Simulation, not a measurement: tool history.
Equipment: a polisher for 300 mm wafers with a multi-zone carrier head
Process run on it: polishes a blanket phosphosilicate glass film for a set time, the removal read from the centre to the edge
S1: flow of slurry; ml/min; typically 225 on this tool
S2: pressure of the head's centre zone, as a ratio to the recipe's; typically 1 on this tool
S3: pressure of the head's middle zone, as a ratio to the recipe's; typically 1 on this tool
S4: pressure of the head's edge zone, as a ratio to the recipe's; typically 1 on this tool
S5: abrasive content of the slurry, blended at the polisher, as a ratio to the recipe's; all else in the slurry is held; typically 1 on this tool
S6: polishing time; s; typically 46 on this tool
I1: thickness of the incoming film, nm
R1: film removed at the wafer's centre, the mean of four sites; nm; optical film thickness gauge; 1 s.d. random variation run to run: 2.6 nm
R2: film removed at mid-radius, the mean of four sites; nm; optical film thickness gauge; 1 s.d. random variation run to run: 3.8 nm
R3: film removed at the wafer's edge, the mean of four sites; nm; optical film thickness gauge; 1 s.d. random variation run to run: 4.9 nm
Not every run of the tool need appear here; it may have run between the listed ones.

| run | hour | S1 | S2 | S3 | S4 | S5 | S6 | I1 | R1 | R2 | R3 |
|---|---|---|---|---|---|---|---|---|---|---|---|
| 1 | 0 | 225 | 1 | 1 | 1 | 1 | 46 | 2219.3 | 407.1 | 402.9 | 403.9 |
| 2 | 7.8 | 225 | 1 | 1 | 1 | 1 | 46 | 2190.7 | 405.4 | 398.1 | 398.5 |
| 3 | 22.4 | 300 | 1 | 0.93 | 1 | 1 | 46 | 2224.5 | 416.1 | 394.3 | 419.2 |
|  | 62.7 | centre zone pressure recalibrated |
| 4 | 70.7 | 165 | 1 | 0.93 | 1 | 1.2 | 46 | 2180.1 | 412.6 | 386.4 | 420.3 |
|  | 75.4 | worn pad replaced by a new one |
|  | 80 | carrier head's membrane replaced by a new one |
| 5 | 80.3 | 180 | 1 | 0.93 | 0.89 | 1.2 | 46 | 2181.4 | 417.7 | 391.5 | 391.9 |
| 6 | 91.6 | 190 | 1.06 | 1 | 1 | 1.25 | 41 | 2199.5 | 393.3 | 374.7 | 385.4 |
| 7 | 99.5 | 225 | 1 | 0.89 | 1 | 1 | 46 | 2219.7 | 402.4 | 362.6 | 399.4 |
| 8 | 110.5 | 200 | 1 | 1 | 1 | 0.85 | 46 | 2266.7 | 361.3 | 363.7 | 364.2 |
| 9 | 120.1 | 225 | 1 | 1 | 1 | 0.7 | 46 | 2178.7 | 334.9 | 332.5 | 343.9 |
| 10 | 132.8 | 225 | 1 | 0.96 | 1.09 | 1 | 46 | 2252.6 | 402.8 | 386 | 416 |
|  | 140.4 | slurry nozzle cleaned |
| 11 | 141.1 | 225 | 1 | 1 | 1 | 1 | 46 | 2174.4 | 403.3 | 393.9 | 392.7 |
|  | 153.8 | worn pad replaced by a new one |
| 12 | 156.7 | 225 | 1.09 | 1 | 1 | 1 | 54 | 2254.1 | 495.6 | 477.1 | 463.1 |
| 13 | 164.9 | 225 | 1 | 1 | 0.94 | 0.9 | 46 | 2226.9 | 383.6 | 374.4 | 375 |
| 14 | 180.5 | 225 | 1 | 1 | 1 | 1 | 46 | 2237.4 | 397.3 | 391.2 | 397.5 |
| 15 | 194.8 | 295 | 1 | 1 | 1 | 1 | 61 | 2229.1 | 554.6 | 549 | 538.5 |
| 16 | 206.6 | 225 | 0.94 | 1 | 1 | 0.9 | 46 | 2253.8 | 370.1 | 386.3 | 385.9 |
| 17 | 216 | 225 | 1 | 1 | 1 | 1 | 46 | 2207 | 401.6 | 403.4 | 387.6 |
| 18 | 230.6 | 275 | 1.1 | 0.93 | 1 | 1 | 40 | 2204.8 | 378.6 | 334.1 | 353.8 |
|  | 239.8 | worn pad replaced by a new one |
| 19 | 240.3 | 225 | 1 | 1 | 1 | 1 | 46 | 2239.8 | 400.8 | 392.7 | 403.4 |
| 20 | 252.1 | 225 | 1 | 1.1 | 0.92 | 1 | 46 | 2234.8 | 405.7 | 440.9 | 386.1 |

What was the tool's hidden state at every run in the log?
removal rate lost through wear of the pad, %: 0 across all the runs
slurry flow missing at the pad, %: 0 across all the runs
deviation of the centre zone's pressure from its setpoint, %: 0 across all the runs
deviation of the edge zone's pressure from its setpoint, %: 0 across all the runs

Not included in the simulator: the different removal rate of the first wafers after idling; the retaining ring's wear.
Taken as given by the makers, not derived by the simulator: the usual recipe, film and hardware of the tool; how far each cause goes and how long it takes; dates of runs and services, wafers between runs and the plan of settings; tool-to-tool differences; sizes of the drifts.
